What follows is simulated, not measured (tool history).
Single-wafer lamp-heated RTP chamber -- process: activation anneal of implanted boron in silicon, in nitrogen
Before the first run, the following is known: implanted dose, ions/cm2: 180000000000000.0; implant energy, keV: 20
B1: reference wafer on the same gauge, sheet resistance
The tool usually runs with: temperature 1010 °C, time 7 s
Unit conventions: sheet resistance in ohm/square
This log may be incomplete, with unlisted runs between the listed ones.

Run 1, hour 0.0: usual settings; B1 510.24. Result: sheet resistance 461.21 ohm/square.
Run 2, hour 42.3: usual settings; B1 510.14. Result: sheet resistance 462.71 ohm/square.
Run 3, hour 137.1: usual settings; B1 510.18. Result: sheet resistance 462.89 ohm/square.
Run 4, hour 230.5: usual settings but temperature 1018 °C, time 5 s; B1 509.93. Result: sheet resistance 461.53 ohm/square.
Run 5, hour 334.2: usual settings; B1 509.52. Result: sheet resistance 461.03 ohm/square.
Run 6, hour 382.2: usual settings; B1 510.13. Result: sheet resistance 461.27 ohm/square.
Run 7, hour 485.8: usual settings; B1 510.01. Result: sheet resistance 462.26 ohm/square.
Run 8, hour 572.9: usual settings but temperature 1017 °C; B1 510.13. Result: sheet resistance 461.41 ohm/square.
Run 9, hour 627.1: usual settings but temperature 990 °C; B1 510.07. Result: sheet resistance 469.47 ohm/square.
Run 10, hour 711.7: usual settings but temperature 990 °C; B1 509.97. Result: sheet resistance 469.55 ohm/square.
Run 11, hour 801.8: usual settings; B1 510.39. Result: sheet resistance 461.63 ohm/square.
Run 12, hour 890.5: usual settings; B1 509.82. Result: sheet resistance 462.07 ohm/square.
Run 13, hour 932.9: usual settings; B1 510.04. Result: sheet resistance 463.61 ohm/square.
Run 14, hour 1034.3: usual settings; B1 510.01. Result: sheet resistance 461.93 ohm/square.
Run 15, hour 1104.9: usual settings; B1 510.24. Result: sheet resistance 461.57 ohm/square.
Run 16, hour 1192.7: usual settings; B1 509.94. Result: sheet resistance 460.33 ohm/square.
Run 17, hour 1270.9: usual settings but time 3 s; B1 509.80. Result: sheet resistance 463.11 ohm/square.
Run 18, hour 1361.0: usual settings but time 5 s; B1 509.77. Result: sheet resistance 462.30 ohm/square.
Run 19, hour 1405.8: usual settings but temperature 1034 °C, time 3 s; B1 510.03. Result: sheet resistance 459.64 ohm/square.
Run 20, hour 1724.6: usual settings but temperature 1039 °C, time 11 s; B1 509.83. Result: sheet resistance 458.94 ohm/square.
Run 21, hour 1823.5: usual settings but temperature 993 °C, time 10 s; B1 510.00. Result: sheet resistance 467.79 ohm/square.
Run 22, hour 1907.3: usual settings but time 9 s; B1 510.15. Result: sheet resistance 462.47 ohm/square.
Run 23, hour 1979.9: usual settings but temperature 988 °C, time 3 s; B1 509.65. Result: sheet resistance 473.57 ohm/square.
Run 24, hour 2034.5: usual settings but temperature 983 °C; B1 509.94. Result: sheet resistance 474.87 ohm/square.
Run 25, hour 2085.2: usual settings but temperature 982 °C, time 4 s; B1 510.52. Result: sheet resistance 477.73 ohm/square.
Run 26, hour 2337.7: usual settings; B1 510.27. Result: sheet resistance 462.21 ohm/square.
Run 27, hour 2440.8: usual settings but temperature 983 °C, time 3 s; B1 510.16. Result: sheet resistance 477.94 ohm/square.
Run 28, hour 2537.0: usual settings; B1 510.37. Result: sheet resistance 461.35 ohm/square.
Run 29, hour 2591.1: usual settings but temperature 990 °C; B1 509.91. Result: sheet resistance 469.61 ohm/square.
Run 30, hour 2652.0: usual settings; B1 510.08. Result: sheet resistance 461.74 ohm/square.
Run 31, hour 2703.9: usual settings; B1 509.84. Result: sheet resistance 461.49 ohm/square.
Run 32, hour 2749.9: usual settings; B1 509.99. Result: sheet resistance 461.34 ohm/square.
Run 33, hour 2831.8: usual settings but temperature 1026 °C, time 4 s; B1 509.93. Result: sheet resistance 460.42 ohm/square.
Run 34, hour 2890.0: usual settings but temperature 1023 °C, time 10 s; B1 509.64. Result: sheet resistance 459.91 ohm/square.
Run 35, hour 2984.7: usual settings; B1 510.13. Result: sheet resistance 461.91 ohm/square.
Run 36, hour 3021.2: usual settings; B1 509.98. Result: sheet resistance 461.20 ohm/square.

The log once held 11 entries between its listed runs, left out of this copy. Where does each go, and what is different about the tool's unlogged condition between the listed run before it and the listed run after it?
Run 1 -> run 2: reflector plate cleaned (hour 41.8)
  no difference in the tool's unlogged condition between these two runs
Run 8 -> run 9: pyrometer window cleaned and pyrometer calibrated (hour 625.3)
  no difference in the tool's unlogged condition between these two runs
Run 9 -> run 10: reflector plate cleaned (hour 650.9)
  no difference in the tool's unlogged condition between these two runs
Run 13 -> run 14: gauge calibrated (hour 958.7)
  no difference in the tool's unlogged condition between these two runs
Run 16 -> run 17: pyrometer window cleaned and pyrometer calibrated (hour 1217.8)
  no difference in the tool's unlogged condition between these two runs
Run 17 -> run 18: reflector plate cleaned (hour 1321.1)
  no difference in the tool's unlogged condition between these two runs
Run 22 -> run 23: reflector plate cleaned (hour 1923.1); pyrometer window cleaned and pyrometer calibrated (hour 1939.1)
  no difference in the tool's unlogged condition between these two runs
Run 28 -> run 29: pyrometer window cleaned and pyrometer calibrated (hour 2575.7)
  no difference in the tool's unlogged condition between these two runs
Run 29 -> run 30: reflector plate cleaned (hour 2600.8); gauge calibrated (hour 2643.6)
  no difference in the tool's unlogged condition between these two runs
